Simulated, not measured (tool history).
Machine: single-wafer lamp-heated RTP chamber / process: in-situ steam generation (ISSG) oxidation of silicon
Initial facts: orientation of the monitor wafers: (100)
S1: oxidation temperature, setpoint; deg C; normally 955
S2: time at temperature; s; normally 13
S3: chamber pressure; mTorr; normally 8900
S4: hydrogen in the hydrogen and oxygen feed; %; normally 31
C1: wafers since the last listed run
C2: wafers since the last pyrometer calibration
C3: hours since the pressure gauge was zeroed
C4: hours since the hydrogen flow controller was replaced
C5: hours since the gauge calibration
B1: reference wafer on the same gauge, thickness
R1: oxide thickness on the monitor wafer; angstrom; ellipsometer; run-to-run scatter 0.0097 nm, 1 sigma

run 1 hour=0 | S1=955 S2=13 S3=8900 S4=31 | C1=0 C2=1000 C3=2187.3 C4=6630.6 C5=578.6 | B1=4.171 | R1=41.44
run 2 hour=26.4 | S1=955 S2=13 S3=8900 S4=31 | C1=322 C2=1322 C3=2213.7 C4=6657 C5=605 | B1=4.17 | R1=41.51
run 3 hour=48.7 | S1=955 S2=13 S3=8900 S4=31 | C1=272 C2=1595 C3=2236 C4=6679.3 C5=627.3 | B1=4.171 | R1=41.58
run 4 hour=67.4 | S1=955 S2=13 S3=8900 S4=31 | C1=228 C2=1823 C3=2254.7 C4=6698 C5=646 | B1=4.166 | R1=41.67
run 5 hour=83.9 | S1=955 S2=13 S3=9900 S4=31 | C1=201 C2=2025 C3=2271.2 C4=6714.5 C5=662.5 | B1=4.172 | R1=40.6
run 6 hour=119.6 | S1=955 S2=13 S3=9900 S4=31 | C1=435 C2=2461 C3=2306.9 C4=6750.2 C5=698.2 | B1=4.175 | R1=40.51
run 7 hour=153.5 | S1=955 S2=13 S3=9900 S4=31 | C1=413 C2=2875 C3=2340.8 C4=6784.1 C5=732.1 | B1=4.169 | R1=40.97
run 8 hour=184 | S1=955 S2=13 S3=8900 S4=26 | C1=372 C2=3247 C3=2371.3 C4=6814.6 C5=762.6 | B1=4.173 | R1=39.85
run 9 hour=204.4 | S1=955 S2=13 S3=8900 S4=26 | C1=249 C2=3496 C3=2391.7 C4=6835 C5=783 | B1=4.172 | R1=39.9
run 10 hour=217.7 | S1=955 S2=13 S3=8900 S4=26 | C1=162 C2=3659 C3=2405 C4=6848.3 C5=796.3 | B1=4.17 | R1=40.17
run 11 hour=244.2 | S1=955 S2=16 S3=10000 S4=31 | C1=323 C2=3982 C3=2431.5 C4=6874.8 C5=822.8 | B1=4.173 | R1=44.31
-- hour=265 gauge calibrated
-- hour=294 pressure gauge zeroed
run 12 hour=301.8 | S1=955 S2=13 S3=7400 S4=32 | C1=605 C2=4588 C3=7.8 C4=6932.4 C5=36.8 | B1=4.17 | R1=43.24
run 13 hour=334.2 | S1=955 S2=13 S3=10200 S4=32 | C1=395 C2=4983 C3=40.2 C4=6964.8 C5=69.2 | B1=4.165 | R1=41.64
run 14 hour=368 | S1=955 S2=13 S3=8900 S4=31 | C1=412 C2=5396 C3=74 C4=6998.6 C5=103 | B1=4.17 | R1=42.55
-- hour=379.1 hydrogen flow controller replaced
-- hour=381.8 pyrometer window cleaned and pyrometer calibrated
run 15 hour=384.4 | S1=950 S2=13 S3=8900 S4=31 | C1=68 C2=31 C3=90.4 C4=5.3 C5=119.4 | B1=4.173 | R1=40.94
run 16 hour=397 | S1=955 S2=13 S3=9700 S4=31 | C1=153 C2=185 C3=103 C4=17.9 C5=132 | B1=4.169 | R1=40.74
run 17 hour=429.9 | S1=955 S2=13 S3=10100 S4=28 | C1=401 C2=587 C3=135.9 C4=50.8 C5=164.9 | B1=4.169 | R1=39.43
run 18 hour=457.9 | S1=955 S2=13 S3=8900 S4=31 | C1=341 C2=929 C3=163.9 C4=78.8 C5=192.9 | B1=4.171 | R1=41.26
run 19 hour=482.1 | S1=955 S2=13 S3=8900 S4=31 | C1=295 C2=1224 C3=188.1 C4=103 C5=217.1 | B1=4.17 | R1=41.42
run 20 hour=512 | S1=970 S2=8 S3=7600 S4=32 | C1=365 C2=1589 C3=218 C4=132.9 C5=247 | B1=4.172 | R1=37.06
run 21 hour=547.9 | S1=944 S2=13 S3=8900 S4=31 | C1=438 C2=2028 C3=253.9 C4=168.8 C5=282.9 | B1=4.175 | R1=40.44
run 22 hour=570.6 | S1=940 S2=15 S3=7700 S4=32 | C1=277 C2=2305 C3=276.6 C4=191.5 C5=305.6 | B1=4.169 | R1=43.06
run 23 hour=606.1 | S1=955 S2=16 S3=8900 S4=24 | C1=433 C2=2738 C3=312.1 C4=227 C5=341.1 | B1=4.169 | R1=42.16
run 24 hour=633.9 | S1=955 S2=13 S3=8900 S4=27 | C1=339 C2=3078 C3=339.9 C4=254.8 C5=368.9 | B1=4.173 | R1=40.24
run 25 hour=662 | S1=955 S2=9 S3=8900 S4=31 | C1=343 C2=3421 C3=368 C4=282.9 C5=397 | B1=4.169 | R1=36.73
run 26 hour=694.4 | S1=943 S2=16 S3=7600 S4=32 | C1=395 C2=3817 C3=400.4 C4=315.3 C5=429.4 | B1=4.166 | R1=44.95
run 27 hour=720.1 | S1=955 S2=13 S3=8900 S4=31 | C1=313 C2=4130 C3=426.1 C4=341 C5=455.1 | B1=4.17 | R1=42.14
run 28 hour=749.9 | S1=971 S2=9 S3=9300 S4=32 | C1=363 C2=4494 C3=455.9 C4=370.8 C5=484.9 | B1=4.173 | R1=38.33
run 29 hour=762.9 | S1=944 S2=9 S3=8100 S4=25 | C1=158 C2=4653 C3=468.9 C4=383.8 C5=497.9 | B1=4.167 | R1=34.31
run 30 hour=792.6 | S1=969 S2=9 S3=7600 S4=31 | C1=362 C2=5016 C3=498.6 C4=413.5 C5=527.6 | B1=4.17 | R1=39.08

Here are 5 independent what-if runs from the current tool condition. What would each one return?
run A hour=793 | S1=955 S2=13 S3=8900 S4=31 | C1=4 C2=5021 C3=499 C4=413.9 C5=528 | B1=? | R1=?
run B hour=793 | S1=955 S2=17 S3=8900 S4=31 | C1=4 C2=5021 C3=499 C4=413.9 C5=528 | B1=? | R1=?
run C hour=793 | S1=955 S2=13 S3=8900 S4=28 | C1=4 C2=5021 C3=499 C4=413.9 C5=528 | B1=? | R1=?
run D hour=793 | S1=955 S2=18 S3=8900 S4=31 | C1=4 C2=5021 C3=499 C4=413.9 C5=528 | B1=? | R1=?
run E hour=793 | S1=955 S2=13 S3=8900 S4=32 | C1=4 C2=5021 C3=499 C4=413.9 C5=528 | B1=? | R1=?

run=A B1=4.171 R1=42.24
run=B B1=4.171 R1=46.84
run=C B1=4.171 R1=41.14
run=D B1=4.171 R1=47.91
run=E B1=4.171 R1=42.6
Take away the tool's hidden state, keep each run's random variation, and the runs would have read:
run=A R1=41.28
run=B R1=45.65
run=C R1=40.2
run=D R1=46.67
run=E R1=41.63

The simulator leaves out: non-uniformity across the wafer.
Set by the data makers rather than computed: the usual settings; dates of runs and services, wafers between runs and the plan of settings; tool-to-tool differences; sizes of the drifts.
